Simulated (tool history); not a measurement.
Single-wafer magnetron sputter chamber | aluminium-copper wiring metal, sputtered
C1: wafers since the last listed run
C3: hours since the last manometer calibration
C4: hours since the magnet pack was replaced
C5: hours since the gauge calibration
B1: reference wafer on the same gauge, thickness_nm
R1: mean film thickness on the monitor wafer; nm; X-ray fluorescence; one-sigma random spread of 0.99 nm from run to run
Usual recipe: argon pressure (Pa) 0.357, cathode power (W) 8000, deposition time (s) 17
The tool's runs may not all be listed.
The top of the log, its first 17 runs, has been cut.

Run 18, hour 1452.8: usual settings but argon pressure (Pa) 0.215, cathode power (W) 9500, deposition time (s) 13.6; C1 1150; wafers on the sputter target 9814; C3 368.8; C4 9540.2; C5 676.5; B1 274.072. Result: R1 244.917 nm.
Run 19, hour 1493.7: usual settings but cathode power (W) 7200, deposition time (s) 16.1; C1 771; wafers on the sputter target 10586; C3 409.7; C4 9581.1; C5 717.4; B1 273.954. Result: R1 209.549 nm.
Run 20, hour 1533: usual settings but argon pressure (Pa) 0.297; C1 741; wafers on the sputter target 11327; C3 449; C4 9620.4; C5 756.7; B1 274.007. Result: R1 250.651 nm.
At hour 1575.9: magnet pack replaced.
Run 21, hour 1576.4: usual settings but argon pressure (Pa) 0.255, deposition time (s) 13.6; C1 667; wafers on the sputter target 11995; C3 492.4; C4 0.5; C5 800.1; B1 274.048. Result: R1 203.289 nm.
Run 22, hour 1640.6: usual settings but argon pressure (Pa) 0.266; C1 1211; wafers on the sputter target 13206; C3 556.6; C4 64.7; C5 864.3; B1 273.913. Result: R1 251.613 nm.
At hour 1696.1: sputter target and shields replaced.
Run 23, hour 1698.4: usual settings; C1 939; wafers on the sputter target 44; C3 614.4; C4 122.5; C5 922.1; B1 273.864. Result: R1 247.054 nm.
Run 24, hour 1754.2: usual settings but argon pressure (Pa) 0.448, cathode power (W) 7100, deposition time (s) 14.4; C1 1052; wafers on the sputter target 1096; C3 670.2; C4 178.3; C5 977.9; B1 274.098. Result: R1 179.471 nm.
At hour 1812.4: capacitance manometer re-zeroed and calibrated, repeated, since the last time left the tool worse.
Run 25, hour 1812.9: usual settings but cathode power (W) 8750; C1 956; wafers on the sputter target 2053; C3 0.5; C4 237; C5 1036.6; B1 273.856. Result: R1 264.093 nm.
Run 26, hour 1885.2: usual settings but cathode power (W) 7050; C1 1363; wafers on the sputter target 3417; C3 72.8; C4 309.3; C5 1108.9; B1 274.045. Result: R1 212.049 nm.
Run 27, hour 1951.8: usual settings but cathode power (W) 8500; C1 1256; wafers on the sputter target 4673; C3 139.4; C4 375.9; C5 1175.5; B1 273.94. Result: R1 256.18 nm.
Run 28, hour 1988.1: usual settings but argon pressure (Pa) 0.447; C1 684; wafers on the sputter target 5358; C3 175.7; C4 412.2; C5 1211.8; B1 273.912. Result: R1 230.832 nm.
Run 29, hour 2042: usual settings but argon pressure (Pa) 0.423, cathode power (W) 7050, deposition time (s) 16.1; C1 1016; wafers on the sputter target 6375; C3 229.6; C4 466.1; C5 1265.7; B1 274.072. Result: R1 195.79 nm.
Run 30, hour 2101.8: usual settings; C1 1128; wafers on the sputter target 7503; C3 289.4; C4 525.9; C5 1325.5; B1 273.965. Result: R1 240.324 nm.
Run 31, hour 2180.8: usual settings but argon pressure (Pa) 0.438, cathode power (W) 9250; C1 1490; wafers on the sputter target 8994; C3 368.4; C4 604.9; C5 1404.5; B1 273.948. Result: R1 269.5 nm.
Run 32, hour 2251.6: usual settings; C1 1335; wafers on the sputter target 10329; C3 439.2; C4 675.7; C5 1475.3; B1 274.064. Result: R1 240.907 nm.
Run 33, hour 2309.2: usual settings but deposition time (s) 20; C1 1086; wafers on the sputter target 11416; C3 496.8; C4 733.3; C5 1532.9; B1 273.802. Result: R1 280.677 nm.
Run 34, hour 2397.1: usual settings but cathode power (W) 9900; C1 1658; wafers on the sputter target 13074; C3 584.7; C4 821.2; C5 1620.8; B1 273.822. Result: R1 298.194 nm.

4 options for the next run, each taken on its own from the tool as it stands now. Forecast them:
Run A, hour 2397.5: usual settings; C1 7; wafers on the sputter target 13082; C3 585.1; C4 821.6; C5 1621.2; B1 ?. Result: R1 ?.
Run B, hour 2397.5: usual settings but deposition time (s) 14.9; C1 7; wafers on the sputter target 13082; C3 585.1; C4 821.6; C5 1621.2; B1 ?. Result: R1 ?.
Run C, hour 2397.5: usual settings but argon pressure (Pa) 0.396, cathode power (W) 9350, deposition time (s) 15.4; C1 7; wafers on the sputter target 13082; C3 585.1; C4 821.6; C5 1621.2; B1 ?. Result: R1 ?.
Run D, hour 2397.5: usual settings but argon pressure (Pa) 0.258, cathode power (W) 8500, deposition time (s) 18.3; C1 7; wafers on the sputter target 13082; C3 585.1; C4 821.6; C5 1621.2; B1 ?. Result: R1 ?.

run       B1       R1
  A  273.958  242.166
  B  273.958  212.251
  C  273.958  252.666
  D  273.958  287.571
What these runs would have given with no unlogged condition in the tool:
run       R1
  A  241.804
  B  211.934
  C  252.262
  D  287.223
